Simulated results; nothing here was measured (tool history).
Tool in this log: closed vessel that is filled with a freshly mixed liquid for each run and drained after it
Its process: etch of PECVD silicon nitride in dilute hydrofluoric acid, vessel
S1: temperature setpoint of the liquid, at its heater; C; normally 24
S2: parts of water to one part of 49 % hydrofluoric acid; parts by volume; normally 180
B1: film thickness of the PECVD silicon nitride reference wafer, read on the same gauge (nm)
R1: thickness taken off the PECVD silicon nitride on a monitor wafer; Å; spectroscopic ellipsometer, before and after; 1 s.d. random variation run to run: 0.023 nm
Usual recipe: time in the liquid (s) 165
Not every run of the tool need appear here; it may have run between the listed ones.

{"run": 1, "hour": 0.0, "S1": 24, "S2": 180, "time in the liquid (s)": 165, "B1": 60.02, "R1": 55.3}
{"run": 2, "hour": 43.8, "S1": 24, "S2": 180, "time in the liquid (s)": 165, "B1": 60, "R1": 55.1}
{"run": 3, "hour": 98.9, "S1": 24, "S2": 140, "time in the liquid (s)": 165, "B1": 59.99, "R1": 71}
{"run": 4, "hour": 140.3, "S1": 24, "S2": 140, "time in the liquid (s)": 165, "B1": 60, "R1": 70.6}
{"run": 5, "hour": 211.0, "S1": 21.5, "S2": 180, "time in the liquid (s)": 165, "B1": 59.94, "R1": 47}
{"run": 6, "hour": 265.4, "S1": 24, "S2": 180, "time in the liquid (s)": 165, "B1": 60, "R1": 55.2}
{"hour": 278.3, "done": "hydrofluoric acid flow meter replaced"}
{"hour": 297.4, "done": "gauge calibrated"}
{"run": 7, "hour": 320.6, "S1": 24, "S2": 135, "time in the liquid (s)": 165, "B1": 60, "R1": 73.9}
{"run": 8, "hour": 364.0, "S1": 22, "S2": 180, "time in the liquid (s)": 165, "B1": 60.02, "R1": 48.5}
{"run": 9, "hour": 422.8, "S1": 24, "S2": 155, "time in the liquid (s)": 165, "B1": 59.99, "R1": 63.9}
{"hour": 451.3, "done": "thermometer replaced"}
{"run": 10, "hour": 459.8, "S1": 24, "S2": 120, "time in the liquid (s)": 205, "B1": 59.98, "R1": 102.5}
{"run": 11, "hour": 488.8, "S1": 24, "S2": 180, "time in the liquid (s)": 165, "B1": 59.99, "R1": 55.3}
{"run": 12, "hour": 516.5, "S1": 24, "S2": 180, "time in the liquid (s)": 90, "B1": 59.98, "R1": 30.3}
{"run": 13, "hour": 543.0, "S1": 26, "S2": 115, "time in the liquid (s)": 205, "B1": 59.99, "R1": 121.2}
{"run": 14, "hour": 600.5, "S1": 24, "S2": 180, "time in the liquid (s)": 165, "B1": 60, "R1": 55}

Forecast each of these 3 alternatives for the next run:
{"run": "A", "hour": 601.2, "S1": 24, "S2": 145, "time in the liquid (s)": 165, "B1": "?", "R1": "?"}
{"run": "B", "hour": 601.2, "S1": 24, "S2": 250, "time in the liquid (s)": 165, "B1": "?", "R1": "?"}
{"run": "C", "hour": 601.2, "S1": 27.5, "S2": 180, "time in the liquid (s)": 115, "B1": "?", "R1": "?"}

run=A B1=60.01 R1=68.6
run=B B1=60.01 R1=40
run=C B1=60.01 R1=48.1
The same runs, with their run-to-run variation unchanged, on a tool lacking any hidden condition would have given:
run=A R1=68.6
run=B R1=40
run=C R1=48.1

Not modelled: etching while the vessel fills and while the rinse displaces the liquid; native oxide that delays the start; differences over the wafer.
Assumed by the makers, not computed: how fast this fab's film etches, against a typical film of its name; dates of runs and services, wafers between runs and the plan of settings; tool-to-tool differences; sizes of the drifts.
